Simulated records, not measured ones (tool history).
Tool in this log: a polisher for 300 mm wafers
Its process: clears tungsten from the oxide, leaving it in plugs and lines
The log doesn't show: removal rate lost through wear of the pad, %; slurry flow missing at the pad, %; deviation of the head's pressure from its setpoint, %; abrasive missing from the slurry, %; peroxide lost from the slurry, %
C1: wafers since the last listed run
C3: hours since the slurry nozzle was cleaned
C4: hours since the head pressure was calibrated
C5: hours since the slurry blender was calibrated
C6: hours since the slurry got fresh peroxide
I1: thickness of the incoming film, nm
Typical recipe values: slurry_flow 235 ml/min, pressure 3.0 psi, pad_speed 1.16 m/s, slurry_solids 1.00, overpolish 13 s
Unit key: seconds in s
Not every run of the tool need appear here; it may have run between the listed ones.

run 1 hour=0.0 | slurry_flow=235 pressure=3.0 pad_speed=1.16 slurry_solids=1.00 overpolish=13 | C1=0 wafers_polished_on_this_pad=855 C3=306.3 C4=99.3 C5=74.8 C6=60.7 | I1=407.5 | seconds=77.2
-- hour=17.8 slurry blender recalibrated
run 2 hour=27.5 | slurry_flow=235 pressure=3.0 pad_speed=1.16 slurry_solids=1.00 overpolish=13 | C1=271 wafers_polished_on_this_pad=1126 C3=333.8 C4=126.8 C5=9.7 C6=88.2 | I1=411.2 | seconds=78.7
-- hour=42.2 slurry tank refilled with fresh slurry and peroxide
run 3 hour=62.9 | slurry_flow=235 pressure=3.0 pad_speed=1.16 slurry_solids=1.00 overpolish=13 | C1=366 wafers_polished_on_this_pad=1492 C3=369.2 C4=162.2 C5=45.1 C6=20.7 | I1=403.5 | seconds=75.6
-- hour=67.2 worn pad replaced by a new one
run 4 hour=93.4 | slurry_flow=235 pressure=3.0 pad_speed=1.08 slurry_solids=1.00 overpolish=13 | C1=282 wafers_polished_on_this_pad=278 C3=399.7 C4=192.7 C5=75.6 C6=51.2 | I1=415.7 | seconds=83.1
run 5 hour=105.7 | slurry_flow=235 pressure=3.0 pad_speed=1.08 slurry_solids=1.00 overpolish=13 | C1=130 wafers_polished_on_this_pad=409 C3=412.0 C4=205.0 C5=87.9 C6=63.5 | I1=401.4 | seconds=79.6
-- hour=121.3 slurry tank refilled with fresh slurry and peroxide
-- hour=129.9 slurry blender recalibrated
run 6 hour=140.6 | slurry_flow=235 pressure=3.0 pad_speed=1.16 slurry_solids=1.00 overpolish=13 | C1=339 wafers_polished_on_this_pad=749 C3=446.9 C4=239.9 C5=10.7 C6=19.3 | I1=408.7 | seconds=73.9
run 7 hour=176.5 | slurry_flow=235 pressure=3.0 pad_speed=1.32 slurry_solids=1.00 overpolish=13 | C1=382 wafers_polished_on_this_pad=1131 C3=482.8 C4=275.8 C5=46.6 C6=55.2 | I1=405.8 | seconds=62.7
run 8 hour=189.9 | slurry_flow=235 pressure=3.0 pad_speed=1.32 slurry_solids=1.00 overpolish=13 | C1=142 wafers_polished_on_this_pad=1273 C3=496.2 C4=289.2 C5=60.0 C6=68.6 | I1=411.3 | seconds=64.4
-- hour=203.2 worn pad replaced by a new one
-- hour=211.9 slurry nozzle cleaned
run 9 hour=215.2 | slurry_flow=205 pressure=3.8 pad_speed=1.16 slurry_solids=0.75 overpolish=16 | C1=216 wafers_polished_on_this_pad=116 C3=3.3 C4=314.5 C5=85.3 C6=93.9 | I1=408.3 | seconds=62.7
-- hour=223.6 slurry tank refilled with fresh slurry and peroxide
run 10 hour=235.7 | slurry_flow=210 pressure=2.4 pad_speed=1.16 slurry_solids=1.00 overpolish=13 | C1=207 wafers_polished_on_this_pad=324 C3=23.8 C4=335.0 C5=105.8 C6=12.1 | I1=411.3 | seconds=92.4
-- hour=244.6 slurry blender recalibrated
-- hour=254.4 head pressure recalibrated
run 11 hour=270.1 | slurry_flow=315 pressure=3.8 pad_speed=1.56 slurry_solids=1.00 overpolish=18 | C1=323 wafers_polished_on_this_pad=647 C3=58.2 C4=15.7 C5=25.5 C6=46.5 | I1=404.3 | seconds=44.3
-- hour=306.8 slurry tank refilled with fresh slurry and peroxide
run 12 hour=307.3 | slurry_flow=235 pressure=3.0 pad_speed=0.96 slurry_solids=1.00 overpolish=20 | C1=385 wafers_polished_on_this_pad=1033 C3=95.4 C4=52.9 C5=62.7 C6=0.5 | I1=411.5 | seconds=99.6
-- hour=320.2 worn pad replaced by a new one, of another model than before
run 13 hour=324.7 | slurry_flow=185 pressure=4.0 pad_speed=1.32 slurry_solids=1.00 overpolish=11 | C1=142 wafers_polished_on_this_pad=48 C3=112.8 C4=70.3 C5=80.1 C6=17.9 | I1=409.7 | seconds=66.8
-- hour=341.6 slurry blender recalibrated
run 14 hour=342.1 | slurry_flow=185 pressure=3.0 pad_speed=1.16 slurry_solids=1.00 overpolish=13 | C1=163 wafers_polished_on_this_pad=212 C3=130.2 C4=87.7 C5=0.5 C6=35.3 | I1=410.7 | seconds=86.5
run 15 hour=357.7 | slurry_flow=235 pressure=2.3 pad_speed=1.16 slurry_solids=1.00 overpolish=13 | C1=166 wafers_polished_on_this_pad=378 C3=145.8 C4=103.3 C5=16.1 C6=50.9 | I1=409.5 | seconds=90.2
run 16 hour=371.5 | slurry_flow=235 pressure=3.0 pad_speed=1.16 slurry_solids=1.00 overpolish=13 | C1=146 wafers_polished_on_this_pad=525 C3=159.6 C4=117.1 C5=29.9 C6=64.7 | I1=412.5 | seconds=80.7
-- hour=390.3 slurry tank refilled with fresh slurry and peroxide
run 17 hour=428.5 | slurry_flow=205 pressure=3.8 pad_speed=1.16 slurry_solids=0.75 overpolish=16 | C1=596 wafers_polished_on_this_pad=1121 C3=216.6 C4=174.1 C5=86.9 C6=38.2 | I1=401.1 | seconds=75.7

5 options for the next run, each taken on its own from the tool as it stands now. Forecast them:
run A hour=429.0 | slurry_flow=235 pressure=3.0 pad_speed=1.30 slurry_solids=1.00 overpolish=13 | C1=5 wafers_polished_on_this_pad=1126 C3=217.1 C4=174.6 C5=87.4 C6=38.7 | I1=414.5 | seconds=?
run B hour=429.0 | slurry_flow=235 pressure=3.0 pad_speed=1.16 slurry_solids=0.85 overpolish=13 | C1=5 wafers_polished_on_this_pad=1126 C3=217.1 C4=174.6 C5=87.4 C6=38.7 | I1=414.5 | seconds=?
run C hour=429.0 | slurry_flow=160 pressure=3.0 pad_speed=1.16 slurry_solids=1.00 overpolish=11 | C1=5 wafers_polished_on_this_pad=1126 C3=217.1 C4=174.6 C5=87.4 C6=38.7 | I1=414.5 | seconds=?
run D hour=429.0 | slurry_flow=235 pressure=3.0 pad_speed=1.16 slurry_solids=1.00 overpolish=9 | C1=5 wafers_polished_on_this_pad=1126 C3=217.1 C4=174.6 C5=87.4 C6=38.7 | I1=414.5 | seconds=?
run E hour=429.0 | slurry_flow=235 pressure=2.3 pad_speed=1.28 slurry_solids=0.90 overpolish=6 | C1=5 wafers_polished_on_this_pad=1126 C3=217.1 C4=174.6 C5=87.4 C6=38.7 | I1=414.5 | seconds=?

run=A seconds=73.9
run=B seconds=83.7
run=C seconds=90.8
run=D seconds=78.9
run=E seconds=88.9
With the hidden condition removed and each run's random variation left untouched, the same runs would have given:
run=A seconds=76.3
run=B seconds=86.4
run=C seconds=93.7
run=D seconds=81.5
run=E seconds=91.7
